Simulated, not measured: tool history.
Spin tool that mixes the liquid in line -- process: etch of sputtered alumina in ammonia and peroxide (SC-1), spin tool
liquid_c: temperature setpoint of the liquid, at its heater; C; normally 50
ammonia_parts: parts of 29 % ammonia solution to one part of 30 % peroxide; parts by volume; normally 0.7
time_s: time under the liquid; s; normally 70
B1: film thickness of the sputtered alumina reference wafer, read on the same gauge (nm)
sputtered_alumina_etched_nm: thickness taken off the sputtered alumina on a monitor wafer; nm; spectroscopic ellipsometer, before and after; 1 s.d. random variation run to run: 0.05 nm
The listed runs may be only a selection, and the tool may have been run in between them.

{"run": 1, "day": 0.0, "liquid_c": 50, "ammonia_parts": 0.7, "time_s": 70, "B1": 69.98, "sputtered_alumina_etched_nm": 5.71}
{"run": 2, "day": 2.296, "liquid_c": 50, "ammonia_parts": 0.45, "time_s": 70, "B1": 69.97, "sputtered_alumina_etched_nm": 5.31}
{"run": 3, "day": 4.146, "liquid_c": 50, "ammonia_parts": 0.45, "time_s": 70, "B1": 70.01, "sputtered_alumina_etched_nm": 5.39}
{"run": 4, "day": 6.35, "liquid_c": 50, "ammonia_parts": 0.45, "time_s": 70, "B1": 70.01, "sputtered_alumina_etched_nm": 5.32}
{"run": 5, "day": 8.933, "liquid_c": 50, "ammonia_parts": 0.95, "time_s": 70, "B1": 69.98, "sputtered_alumina_etched_nm": 5.7}
{"run": 6, "day": 12.617, "liquid_c": 50, "ammonia_parts": 0.95, "time_s": 70, "B1": 70.01, "sputtered_alumina_etched_nm": 5.66}
{"run": 7, "day": 17.042, "liquid_c": 56, "ammonia_parts": 0.85, "time_s": 70, "B1": 70.01, "sputtered_alumina_etched_nm": 7.66}
{"run": 8, "day": 21.404, "liquid_c": 50, "ammonia_parts": 0.7, "time_s": 70, "B1": 70.02, "sputtered_alumina_etched_nm": 5.32}
{"run": 9, "day": 23.075, "liquid_c": 50, "ammonia_parts": 0.7, "time_s": 70, "B1": 70, "sputtered_alumina_etched_nm": 5.34}
{"run": 10, "day": 26.904, "liquid_c": 47.5, "ammonia_parts": 0.5, "time_s": 70, "B1": 69.97, "sputtered_alumina_etched_nm": 4.41}
{"run": 11, "day": 29.321, "liquid_c": 58.5, "ammonia_parts": 0.7, "time_s": 70, "B1": 70.01, "sputtered_alumina_etched_nm": 9.09}
{"run": 12, "day": 31.717, "liquid_c": 50, "ammonia_parts": 0.7, "time_s": 70, "B1": 69.98, "sputtered_alumina_etched_nm": 5.64}
{"run": 13, "day": 36.517, "liquid_c": 50, "ammonia_parts": 0.7, "time_s": 70, "B1": 69.99, "sputtered_alumina_etched_nm": 5.61}
{"run": 14, "day": 39.438, "liquid_c": 56.5, "ammonia_parts": 0.7, "time_s": 70, "B1": 70.01, "sputtered_alumina_etched_nm": 7.97}
{"run": 15, "day": 41.279, "liquid_c": 41.5, "ammonia_parts": 0.8, "time_s": 110, "B1": 70.01, "sputtered_alumina_etched_nm": 5.37}
{"run": 16, "day": 51.433, "liquid_c": 50, "ammonia_parts": 0.45, "time_s": 35, "B1": 69.98, "sputtered_alumina_etched_nm": 2.62}
{"run": 17, "day": 59.058, "liquid_c": 54, "ammonia_parts": 1, "time_s": 70, "B1": 70.03, "sputtered_alumina_etched_nm": 6.69}
{"run": 18, "day": 62.883, "liquid_c": 50, "ammonia_parts": 0.5, "time_s": 100, "B1": 69.94, "sputtered_alumina_etched_nm": 7.28}
{"run": 19, "day": 64.6, "liquid_c": 46.5, "ammonia_parts": 0.7, "time_s": 100, "B1": 70.03, "sputtered_alumina_etched_nm": 6.86}
{"run": 20, "day": 67.017, "liquid_c": 50, "ammonia_parts": 0.9, "time_s": 70, "B1": 69.97, "sputtered_alumina_etched_nm": 5.9}
{"run": 21, "day": 69.65, "liquid_c": 50, "ammonia_parts": 0.7, "time_s": 70, "B1": 70.04, "sputtered_alumina_etched_nm": 5.71}
{"run": 22, "day": 80.908, "liquid_c": 50, "ammonia_parts": 0.7, "time_s": 70, "B1": 69.96, "sputtered_alumina_etched_nm": 5.67}
{"run": 23, "day": 90.233, "liquid_c": 41.5, "ammonia_parts": 0.8, "time_s": 110, "B1": 70.01, "sputtered_alumina_etched_nm": 5.32}
{"run": 24, "day": 94.388, "liquid_c": 53.5, "ammonia_parts": 0.85, "time_s": 70, "B1": 70, "sputtered_alumina_etched_nm": 7.04}
{"run": 25, "day": 98.408, "liquid_c": 57.5, "ammonia_parts": 0.7, "time_s": 50, "B1": 69.97, "sputtered_alumina_etched_nm": 6.17}

Taken out of this log: 10 entries between the listed runs. Where each belongs, and how the hidden state differs across it:
Between runs 9 and 10: new drum of ammonia solution connected (day 24.7)
  liquid colder than its thermometer reads (K): 1.29 -> 1.39; temperature lost on the way to the wafer (K): 1.62 -> 1.71
  measured value less the no-hidden-state value, sputtered_alumina_etched_nm: -0.93 -> -0.85 nm
Between runs 10 and 11: ammonia flow meter replaced (day 28.229); heated supply line repaired (day 28.25)
  liquid colder than its thermometer reads (K): 1.39 -> 1.45; temperature lost on the way to the wafer (K): 1.71 -> 0.197
  measured value less the no-hidden-state value, sputtered_alumina_etched_nm: -0.85 -> -0.82 nm
Between runs 15 and 16: new drum of ammonia solution connected (day 47.854)
  liquid colder than its thermometer reads (K): 1.76 -> 2.02; temperature lost on the way to the wafer (K): 0.468 -> 0.697
  measured value less the no-hidden-state value, sputtered_alumina_etched_nm: -0.75 -> -0.42 nm
Between runs 16 and 17: gauge calibrated (day 57.288)
  liquid colder than its thermometer reads (K): 2.02 -> 2.21; temperature lost on the way to the wafer (K): 0.697 -> 0.869
  measured value less the no-hidden-state value, sputtered_alumina_etched_nm: -0.42 -> -1.22 nm
Between runs 18 and 19: ammonia flow meter replaced (day 64.208); thermometer replaced (day 64.217)
  liquid colder than its thermometer reads (K): 2.31 -> 0.255; temperature lost on the way to the wafer (K): 0.956 -> 0.995
  measured value less the no-hidden-state value, sputtered_alumina_etched_nm: -1.45 -> -0.5 nm
Between runs 20 and 21: new drum of ammonia solution connected (day 67.138)
  liquid colder than its thermometer reads (K): 0.316 -> 0.383; temperature lost on the way to the wafer (K): 1.05 -> 1.11
  measured value less the no-hidden-state value, sputtered_alumina_etched_nm: -0.47 -> -0.5 nm
Between runs 23 and 24: new drum of ammonia solution connected (day 90.496); heated supply line repaired (day 91.492)
  liquid colder than its thermometer reads (K): 0.909 -> 1.01; temperature lost on the way to the wafer (K): 1.57 -> 0.437
  measured value less the no-hidden-state value, sputtered_alumina_etched_nm: -0.83 -> -0.57 nm
